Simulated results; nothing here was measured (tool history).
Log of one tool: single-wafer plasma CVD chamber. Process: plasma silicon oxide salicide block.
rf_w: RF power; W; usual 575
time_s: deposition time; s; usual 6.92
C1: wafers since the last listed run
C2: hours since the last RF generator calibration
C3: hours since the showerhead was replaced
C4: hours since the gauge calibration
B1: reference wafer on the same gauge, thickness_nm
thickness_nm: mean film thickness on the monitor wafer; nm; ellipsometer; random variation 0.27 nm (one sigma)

Run 1, hour 0: usual settings but rf_w 665 W; C1 0; C2 451.8; C3 5118; C4 377.5; B1 61.94. Result: thickness_nm 72.747 nm.
Run 2, hour 28.9: usual settings but rf_w 665 W; C1 716; C2 480.7; C3 5146.9; C4 406.4; B1 62.01. Result: thickness_nm 72.545 nm.
Run 3, hour 79.7: usual settings but rf_w 665 W; C1 1259; C2 531.5; C3 5197.7; C4 457.2; B1 61.998. Result: thickness_nm 72.416 nm.
Run 4, hour 108.4: usual settings; C1 711; C2 560.2; C3 5226.4; C4 485.9; B1 61.982. Result: thickness_nm 67.755 nm.
Run 5, hour 130.9: usual settings; C1 557; C2 582.7; C3 5248.9; C4 508.4; B1 62.014. Result: thickness_nm 67.87 nm.
Run 6, hour 209.5: usual settings but time_s 6.36 s; C1 1948; C2 661.3; C3 5327.5; C4 587; B1 62.026. Result: thickness_nm 62.333 nm.
Run 7, hour 242.6: usual settings but time_s 6.36 s; C1 820; C2 694.4; C3 5360.6; C4 620.1; B1 61.976. Result: thickness_nm 62.499 nm.
Run 8, hour 275.5: usual settings but time_s 6.36 s; C1 815; C2 727.3; C3 5393.5; C4 653; B1 62.013. Result: thickness_nm 61.642 nm.
Run 9, hour 298.1: usual settings but time_s 7.49 s; C1 560; C2 749.9; C3 5416.1; C4 675.6; B1 61.977. Result: thickness_nm 72.993 nm.
Run 10, hour 316.6: usual settings but time_s 7.49 s; C1 458; C2 768.4; C3 5434.6; C4 694.1; B1 61.968. Result: thickness_nm 72.988 nm.
Run 11, hour 338.8: usual settings but rf_w 605 W; C1 550; C2 790.6; C3 5456.8; C4 716.3; B1 62.023. Result: thickness_nm 69.127 nm.
Run 12, hour 365.3: usual settings but rf_w 485 W, time_s 6.08 s; C1 656; C2 817.1; C3 5483.3; C4 742.8; B1 62.062. Result: thickness_nm 53.818 nm.
Run 13, hour 383.3: usual settings but rf_w 485 W, time_s 6.08 s; C1 446; C2 835.1; C3 5501.3; C4 760.8; B1 62.033. Result: thickness_nm 54.148 nm.
Run 14, hour 396.1: usual settings; C1 317; C2 847.9; C3 5514.1; C4 773.6; B1 61.975. Result: thickness_nm 67.788 nm.
Run 15, hour 429.1: usual settings; C1 818; C2 880.9; C3 5547.1; C4 806.6; B1 62.005. Result: thickness_nm 66.797 nm.
Run 16, hour 442.9: usual settings; C1 342; C2 894.7; C3 5560.9; C4 820.4; B1 61.985. Result: thickness_nm 66.977 nm.
Run 17, hour 459.1: usual settings; C1 401; C2 910.9; C3 5577.1; C4 836.6; B1 62.026. Result: thickness_nm 67.283 nm.
At hour 468.5: gauge calibrated.
Run 18, hour 474.6: usual settings; C1 384; C2 926.4; C3 5592.6; C4 6.1; B1 62.003. Result: thickness_nm 67.035 nm.
Run 19, hour 497.1: usual settings but rf_w 655 W, time_s 6.13 s; C1 557; C2 948.9; C3 5615.1; C4 28.6; B1 61.971. Result: thickness_nm 62.843 nm.
At hour 515.6: RF generator calibrated.
Run 20, hour 526.7: usual settings but time_s 7.3 s; C1 535; C2 11.1; C3 5644.7; C4 58.2; B1 62.047. Result: thickness_nm 72.565 nm.
Run 21, hour 543.5: usual settings; C1 416; C2 27.9; C3 5661.5; C4 75; B1 62.035. Result: thickness_nm 68.496 nm.
Run 22, hour 568: usual settings but rf_w 480 W, time_s 8.03 s; C1 607; C2 52.4; C3 5686; C4 99.5; B1 62.033. Result: thickness_nm 72.237 nm.
At hour 591.3: showerhead replaced.
Run 23, hour 602.5: usual settings but rf_w 485 W, time_s 6.08 s; C1 656; C2 86.9; C3 11.2; C4 134; B1 62.011. Result: thickness_nm 54.975 nm.
Run 24, hour 620.5: usual settings but rf_w 530 W, time_s 6.44 s; C1 446; C2 104.9; C3 29.2; C4 152; B1 62.044. Result: thickness_nm 60.769 nm.
Run 25, hour 632.7: usual settings but rf_w 635 W, time_s 7.55 s; C1 302; C2 117.1; C3 41.4; C4 164.2; B1 61.998. Result: thickness_nm 78.284 nm.
Run 26, hour 651.1: usual settings; C1 456; C2 135.5; C3 59.8; C4 182.6; B1 62.048. Result: thickness_nm 67.888 nm.
Run 27, hour 676.2: usual settings but rf_w 485 W; C1 622; C2 160.6; C3 84.9; C4 207.7; B1 62.064. Result: thickness_nm 62.348 nm.
Run 28, hour 696: usual settings but rf_w 630 W, time_s 6.55 s; C1 490; C2 180.4; C3 104.7; C4 227.5; B1 61.964. Result: thickness_nm 67.697 nm.
Run 29, hour 714.5: usual settings but rf_w 460 W; C1 458; C2 198.9; C3 123.2; C4 246; B1 62.042. Result: thickness_nm 60.718 nm.
Run 30, hour 777.7: usual settings but rf_w 615 W; C1 1566; C2 262.1; C3 186.4; C4 309.2; B1 62.01. Result: thickness_nm 70.812 nm.
Run 31, hour 790.8: usual settings but rf_w 665 W, time_s 5.87 s; C1 324; C2 275.2; C3 199.5; C4 322.3; B1 62.004. Result: thickness_nm 61.982 nm.
Run 32, hour 826: usual settings; C1 872; C2 310.4; C3 234.7; C4 357.5; B1 62.054. Result: thickness_nm 67.936 nm.
Run 33, hour 861.1: usual settings but rf_w 485 W; C1 870; C2 345.5; C3 269.8; C4 392.6; B1 61.962. Result: thickness_nm 61.972 nm.
Run 34, hour 882.6: usual settings; C1 533; C2 367; C3 291.3; C4 414.1; B1 62.021. Result: thickness_nm 68.064 nm.
Run 35, hour 916.4: usual settings but rf_w 485 W, time_s 6.08 s; C1 837; C2 400.8; C3 325.1; C4 447.9; B1 61.987. Result: thickness_nm 54.008 nm.
Run 36, hour 941.3: usual settings but rf_w 625 W, time_s 6.39 s; C1 617; C2 425.7; C3 350; C4 472.8; B1 62.002. Result: thickness_nm 65.507 nm.

How the hidden state differs across the entries between the runs, from the last listed run before each to the first after it:
Between runs 17 and 18: gauge calibrated (hour 468.5)
  delivered RF power above the setpoint (%): -4.83 -> -4.91
  measured less the result without the state, thickness_nm: -1.752 -> -1.778 nm
Between runs 19 and 20: RF generator calibrated (hour 515.6)
  delivered RF power above the setpoint (%): -5.03 -> -0.286
  measured less the result without the state, thickness_nm: -1.709 -> -0.106 nm
Between runs 22 and 23: showerhead replaced (hour 591.3)
  delivered RF power above the setpoint (%): -0.504 -> -0.685
  measured less the result without the state, thickness_nm: -0.187 -> -0.194 nm
